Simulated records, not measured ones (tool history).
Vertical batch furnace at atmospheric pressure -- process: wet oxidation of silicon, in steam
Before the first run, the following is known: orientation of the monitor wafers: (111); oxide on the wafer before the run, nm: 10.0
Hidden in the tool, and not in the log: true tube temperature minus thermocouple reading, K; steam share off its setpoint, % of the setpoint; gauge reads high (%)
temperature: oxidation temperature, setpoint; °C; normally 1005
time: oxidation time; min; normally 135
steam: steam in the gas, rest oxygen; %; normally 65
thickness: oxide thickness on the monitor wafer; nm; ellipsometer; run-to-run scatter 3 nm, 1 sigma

run    hour  temperature   time  steam  wafers since the last listed run  hours since the last temperature calibration  hours since the steam generator was serviced  hours since the gauge calibration  read-back reference wafer on the same gauge, thickness  thickness
  1       0         1005    135     70                                 0                                        2547.9                                         191.7                             2335.8                                                  662.82     731.77
  2    85.9         1005    135     70                               651                                        2633.8                                         277.6                             2421.7                                                  661.09     734.59
  3   132.8         1005    135     65                               355                                        2680.7                                         324.5                             2468.6                                                  661.71     701.34
  4   215.8         1005    135     65                               629                                        2763.7                                         407.5                             2551.6                                                  662.38     706.34
  5   273.4         1005    135     71                               436                                        2821.3                                         465.1                             2609.2                                                  661.95     746.57
  6   312.9         1005    135     71                               299                                        2860.8                                         504.6                             2648.7                                                  661.98     744.03
  7   443.4         1013    135     56                               989                                        2991.3                                         635.1                             2779.2                                                  661.93     671.32
  8   530.6         1005    159     65                               661                                        3078.5                                         722.3                             2866.4                                                  661.23     779.18
  9   636.3         1005    135     65                               801                                        3184.2                                           828                             2972.1                                                  661.29     713.31
 10   736.9         1005    135     65                               762                                        3284.8                                         928.6                             3072.7                                                  662.46     718.91
 11   788.1         1005    135     65                               388                                          3336                                         979.8                             3123.9                                                  661.93     708.41
 12   865.3         1022    135     72                               585                                        3413.2                                          1057                             3201.1                                                  661.55      810.9
      953.4  -- thermocouples replaced and temperature profile calibrated
 13   953.9         1022    135     72                               489                                           0.5                                        1145.6                             3289.7                                                  662.38     797.42
 14  1019.9         1024    135     65                               500                                          66.5                                        1211.6                             3355.7                                                  663.03     754.73
 15  1087.9         1005    135     65                               515                                         134.5                                        1279.6                             3423.7                                                  661.66     694.35
 16  1145.1         1015   87.5     73                               433                                         191.7                                        1336.8                             3480.9                                                  662.12     605.51
 17  1204.9         1005    135     65                               453                                         251.5                                        1396.6                             3540.7                                                  662.02     701.87
 18  1261.6         1005    183     72                               429                                         308.2                                        1453.3                             3597.4                                                  662.34     881.39
 19  1306.5         1005    135     53                               340                                         353.1                                        1498.2                             3642.3                                                  662.71     618.45
 20  1399.1         1026     76     73                               701                                         445.7                                        1590.8                             3734.9                                                  662.81     589.25
 21  1480.4         1005    135     73                               616                                           527                                        1672.1                             3816.2                                                  660.46     741.84
 22  1524.3         1005    160     65                               332                                         570.9                                          1716                             3860.1                                                  661.98     769.65
 23  1561.5         1022    135     76                               281                                         608.1                                        1753.2                             3897.3                                                  661.37     832.06
 24  1634.7         1005   94.5     65                               554                                         681.3                                        1826.4                             3970.5                                                  661.49     560.98
 25    1740         1005    135     65                               798                                         786.6                                        1931.7                             4075.8                                                  661.88     694.45
     1766.9  -- steam generator serviced
 26  1795.1          995  201.5     65                               235                                         841.7                                          28.2                             4130.9                                                  661.39     835.62
 27  2074.8         1005    135     65                              2120                                        1121.4                                         307.9                             4410.6                                                  662.59     696.64
 28    2132          995     74     61                               433                                        1178.6                                         365.1                             4467.8                                                  661.86     442.86
     2176.2  -- gauge calibrated
 29  2237.1         1005   86.5     75                               796                                        1283.7                                         470.2                               60.9                                                   661.6     581.38
 30  2322.1          984  158.5     65                               644                                        1368.7                                         555.2                              145.9                                                  662.23     692.74
 31  2383.3         1027     87     61                               463                                        1429.9                                         616.4                              207.1                                                  662.73     576.82
 32  2421.3          996    190     75                               288                                        1467.9                                         654.4                              245.1                                                   662.3     884.88
 33  2487.7         1013     99     65                               503                                        1534.3                                         720.8                              311.5                                                  662.15     602.86
 34  2565.9         1017     76     70                               592                                        1612.5                                           799                              389.7                                                  662.22     553.05
 35  2670.4         1005     94     65                               792                                          1717                                         903.5                              494.2                                                  661.52     559.55
 36    2763          984  179.5     56                               701                                        1809.6                                         996.1                              586.8                                                  661.96        680
 37  2835.3         1012    135     65                               548                                        1881.9                                        1068.4                              659.1                                                  661.22     726.87
 38  2909.7         1005   97.5     71                               563                                        1956.3                                        1142.8                              733.5                                                  661.11     607.51

The logged runs with the hidden state left out (each run's random variation unchanged):
run  thickness
  1     721.49
  2     723.68
  3     690.44
  4     694.77
  5      734.1
  6      731.3
  7     658.88
  8     764.23
  9      698.3
 10     702.92
 11     692.21
 12     793.62
 13     797.29
 14      754.6
 15      694.2
 16     605.36
 17     701.65
 18     881.09
 19     618.17
 20     588.92
 21     741.32
 22     769.04
 23     831.39
 24     560.32
 25     693.49
 26     834.34
 27     694.81
 28      441.3
 29      579.3
 30     689.86
 31     574.49
 32      881.2
 33     599.97
 34     550.08
 35     556.01
 36     675.16
 37     721.98
 38      602.7
